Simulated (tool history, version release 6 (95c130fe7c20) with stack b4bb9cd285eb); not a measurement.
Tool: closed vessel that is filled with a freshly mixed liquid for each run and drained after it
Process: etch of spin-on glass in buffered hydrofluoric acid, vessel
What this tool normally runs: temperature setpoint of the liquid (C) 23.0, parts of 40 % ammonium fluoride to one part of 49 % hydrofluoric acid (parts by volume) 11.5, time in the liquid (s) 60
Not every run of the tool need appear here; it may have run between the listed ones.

run	hour	temperature setpoint of the liquid (C)	parts of 40 % ammonium fluoride to one part of 49 % hydrofluoric acid (parts by volume)	time in the liquid (s)	wafers since the last listed run	hours since the thermometer was replaced	hours since the hydrofluoric acid flow meter was replaced	hours since the gauge calibration	read-back film thickness of the spin-on glass reference wafer, read on the same gauge (nm)	thickness taken off the spin-on glass on a monitor wafer (Å)
1	0.0	23.0	11.5	60	0	465.3	1722.7	60.3	109.99	1406.3
2	13.7	23.0	11.5	60	1377	479.0	1736.4	74.0	110.04	1385.5
3	23.7	23.0	11.5	60	1005	489.0	1746.4	84.0	110.04	1382.8
4	31.9	23.0	11.5	85	824	497.2	1754.6	92.2	109.99	1985.7
5	38.3	23.0	11.5	85	643	503.6	1761.0	98.6	110.01	1969.5
6	53.7	23.0	11.5	85	1548	519.0	1776.4	114.0	109.98	1948.0
# hour 69.9: hydrofluoric acid flow meter replaced
7	70.8	23.0	11.5	45	1619	536.1	0.9	131.1	109.97	1043.7
8	84.3	23.0	11.5	45	1357	549.6	14.4	144.6	110.01	1033.3
9	116.5	23.0	11.5	45	3238	581.8	46.6	176.8	110.01	1030.0
10	132.5	27.5	7.5	30	1609	597.8	62.6	192.8	110.03	1311.2
11	140.2	26.5	15.0	45	774	605.5	70.3	200.5	109.95	956.3
# hour 144.1: thermometer replaced
12	156.9	23.0	10.0	60	1578	12.8	87.0	217.2	109.97	1809.4
13	163.8	25.5	8.5	85	693	19.7	93.9	224.1	110.02	3354.0
# hour 170.0: gauge calibrated
14	176.9	23.0	11.5	60	1317	32.8	107.0	6.9	110.00	1587.2
15	191.6	23.0	11.5	60	1478	47.5	121.7	21.6	109.97	1587.8
16	201.8	23.0	11.5	60	1025	57.7	131.9	31.8	110.05	1580.0
17	209.4	19.5	8.5	40	764	65.3	139.5	39.4	110.03	1139.4
18	219.6	26.5	11.5	90	1025	75.5	149.7	49.6	110.01	2856.2

Forecast each of these 4 alternatives for the next run:
A	220.3	23.0	11.5	60	70	76.2	150.4	50.3	?	?
B	220.3	27.0	13.0	60	70	76.2	150.4	50.3	?	?
C	220.3	23.0	8.5	85	70	76.2	150.4	50.3	?	?
D	220.3	23.0	11.5	75	70	76.2	150.4	50.3	?	?

run	read-back film thickness of the spin-on glass reference wafer, read on the same gauge (nm)	thickness taken off the spin-on glass on a monitor wafer (Å)
A	110.02	1599.0
B	110.02	1763.0
C	110.02	2951.4
D	110.02	1998.8
With the hidden condition removed and each run's random variation left untouched, the same runs would have given:
run	thickness taken off the spin-on glass on a monitor wafer (Å)
A	1639.1
B	1806.0
C	3025.2
D	2048.8

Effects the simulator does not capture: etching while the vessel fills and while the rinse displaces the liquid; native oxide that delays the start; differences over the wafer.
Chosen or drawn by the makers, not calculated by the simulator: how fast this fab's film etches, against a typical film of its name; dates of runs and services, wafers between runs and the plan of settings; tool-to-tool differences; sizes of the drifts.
